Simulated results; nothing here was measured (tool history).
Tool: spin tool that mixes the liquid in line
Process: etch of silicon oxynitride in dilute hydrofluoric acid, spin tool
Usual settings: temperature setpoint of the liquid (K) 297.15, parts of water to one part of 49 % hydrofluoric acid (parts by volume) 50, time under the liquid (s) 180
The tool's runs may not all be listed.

run	day	temperature setpoint of the liquid (K)	parts of water to one part of 49 % hydrofluoric acid (parts by volume)	time under the liquid (s)	read-back film thickness of the silicon oxynitride reference wafer, read on the same gauge (nm)	thickness taken off the silicon oxynitride on a monitor wafer (angstrom)
1	0.000	297.15	50	180	100.03	64.1
2	1.562	297.15	50	180	100.03	63.0
3	3.562	297.15	50	180	99.97	63.8
4	6.425	297.15	50	180	100.01	63.5
5	10.100	297.15	30	180	99.99	107.9
6	11.954	297.15	30	180	100.03	106.0
7	14.062	297.15	50	180	100.02	63.1
8	17.754	297.15	60	210	99.99	61.6
9	27.654	297.15	60	210	100.00	60.3
10	30.250	297.15	60	210	100.03	61.2
11	34.150	297.15	50	180	99.98	62.8
12	38.029	297.15	50	180	99.98	63.0
13	39.946	297.15	70	140	100.02	34.5
14	44.004	301.65	70	180	100.01	54.4
# day 50.167: hydrofluoric acid flow meter replaced
# day 51.633: gauge calibrated
15	57.421	297.15	50	180	100.02	66.9
# day 58.625: thermometer replaced
16	61.288	293.15	50	215	100.03	62.5
17	63.712	297.15	50	180	99.98	63.8
18	75.354	294.15	30	150	100.00	77.2
19	77.408	297.15	50	225	100.03	78.8
20	81.046	297.15	50	180	100.00	64.2
21	83.512	299.15	35	180	99.99	101.6
22	87.188	297.15	50	275	99.97	97.2
23	88.775	301.65	50	285	100.03	123.8

Forecast each of these 4 alternatives for the next run:
A	88.796	297.15	50	75	?	?
B	88.796	297.15	50	215	?	?
C	88.796	294.65	30	180	?	?
D	88.796	297.15	40	180	?	?

run	read-back film thickness of the silicon oxynitride reference wafer, read on the same gauge (nm)	thickness taken off the silicon oxynitride on a monitor wafer (angstrom)
A	99.97	26.5
B	99.97	76.0
C	99.97	95.1
D	99.97	80.2
Without the tool's hidden state the same runs would have given:
run	thickness taken off the silicon oxynitride on a monitor wafer (angstrom)
A	26.7
B	76.6
C	95.8
D	80.8

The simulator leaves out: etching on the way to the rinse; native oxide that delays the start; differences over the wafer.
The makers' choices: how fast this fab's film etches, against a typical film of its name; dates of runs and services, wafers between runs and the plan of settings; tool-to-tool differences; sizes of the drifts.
